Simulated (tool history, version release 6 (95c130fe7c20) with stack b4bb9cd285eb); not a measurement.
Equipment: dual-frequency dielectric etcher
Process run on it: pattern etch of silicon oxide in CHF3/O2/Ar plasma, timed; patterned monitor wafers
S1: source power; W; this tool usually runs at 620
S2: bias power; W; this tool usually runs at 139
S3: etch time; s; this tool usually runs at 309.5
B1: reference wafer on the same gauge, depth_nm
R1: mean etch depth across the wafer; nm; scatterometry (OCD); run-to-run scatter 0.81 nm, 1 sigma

Run 1, hour 0.0: usual settings; B1 569.1. Result: R1 548.0 nm.
Run 2, hour 40.5: usual settings; B1 569.2. Result: R1 547.4 nm.
Run 3, hour 73.7: usual settings; B1 568.9. Result: R1 546.4 nm.
Run 4, hour 105.9: usual settings; B1 569.3. Result: R1 548.4 nm.
Run 5, hour 126.3: usual settings; B1 568.7. Result: R1 546.1 nm.
Run 6, hour 160.7: usual settings; B1 569.3. Result: R1 546.5 nm.
Run 7, hour 179.1: usual settings; B1 569.1. Result: R1 545.3 nm.
Run 8, hour 207.7: usual settings; B1 568.9. Result: R1 546.3 nm.
Run 9, hour 231.3: usual settings; B1 569.2. Result: R1 547.2 nm.
Run 10, hour 249.4: usual settings; B1 569.2. Result: R1 546.3 nm.
Run 11, hour 291.6: usual settings but S1 500 W; B1 568.8. Result: R1 495.4 nm.
Run 12, hour 318.4: usual settings but S1 500 W; B1 569.1. Result: R1 495.2 nm.
Run 13, hour 338.2: usual settings; B1 568.7. Result: R1 546.7 nm.
Run 14, hour 355.7: usual settings; B1 569.0. Result: R1 545.4 nm.
Run 15, hour 370.5: usual settings; B1 568.6. Result: R1 545.7 nm.
Run 16, hour 387.5: usual settings but S1 540 W, S3 226.5 s; B1 569.2. Result: R1 375.6 nm.
At hour 395.8: source power generator calibrated.
Run 17, hour 404.7: usual settings; B1 569.0. Result: R1 533.5 nm.
At hour 432.5: bias power generator calibrated.
Run 18, hour 433.0: usual settings but S2 160 W, S3 283.0 s; B1 569.0. Result: R1 507.7 nm.
At hour 466.3: wet clean of the chamber.
Run 19, hour 466.8: usual settings but S1 670 W, S3 351.5 s; B1 569.1. Result: R1 633.6 nm.
Run 20, hour 467.2: usual settings but S1 530 W, S2 123 W; B1 568.6. Result: R1 487.6 nm.
At hour 468.0: gauge calibrated.
At hour 498.8: upper electrode replaced.
Run 21, hour 499.3: usual settings but S1 740 W, S2 173 W, S3 353.0 s; B1 569.3. Result: R1 706.4 nm.
Run 22, hour 515.6: usual settings but S1 480 W, S2 116 W, S3 343.0 s; B1 569.0. Result: R1 508.4 nm.
Run 23, hour 540.5: usual settings but S1 540 W, S3 231.0 s; B1 569.1. Result: R1 379.1 nm.
Run 24, hour 564.3: usual settings but S1 680 W; B1 569.0. Result: R1 562.0 nm.
Run 25, hour 600.3: usual settings; B1 568.9. Result: R1 537.7 nm.
Run 26, hour 628.7: usual settings; B1 569.4. Result: R1 537.9 nm.
Run 27, hour 645.9: usual settings; B1 569.0. Result: R1 536.7 nm.
Run 28, hour 680.7: usual settings but S1 570 W, S2 112 W; B1 568.9. Result: R1 489.6 nm.
Run 29, hour 694.6: usual settings but S2 112 W, S3 372.5 s; B1 569.3. Result: R1 609.6 nm.

For each run, the measured value with the value that run would have given without the tool's hidden condition subtracted. The run-to-run variation is shared by both, the gauge scatter possibly not:
Hidden state at play: etch rate over this chamber's usual, %; source power that arrives over what is set, %; bias power that arrives over what is set, %; gauge reads high (%).
run    R1
  1  +6.9
  2  +6.5
  3  +6.2
  4  +6.0
  5  +5.8
  6  +5.5
  7  +5.4
  8  +5.1
  9  +5.0
 10  +4.9
 11  +4.0
 12  +3.9
 13  +4.2
 14  +4.0
 15  +3.9
 16  +2.6
 17  -7.8
 18  -7.9
 19  -0.7
 20  -0.5
 21  -1.4
 22  -1.3
 23  -1.3
 24  -2.2
 25  -2.6
 26  -3.1
 27  -3.4
 28  -3.6
 29  -4.7
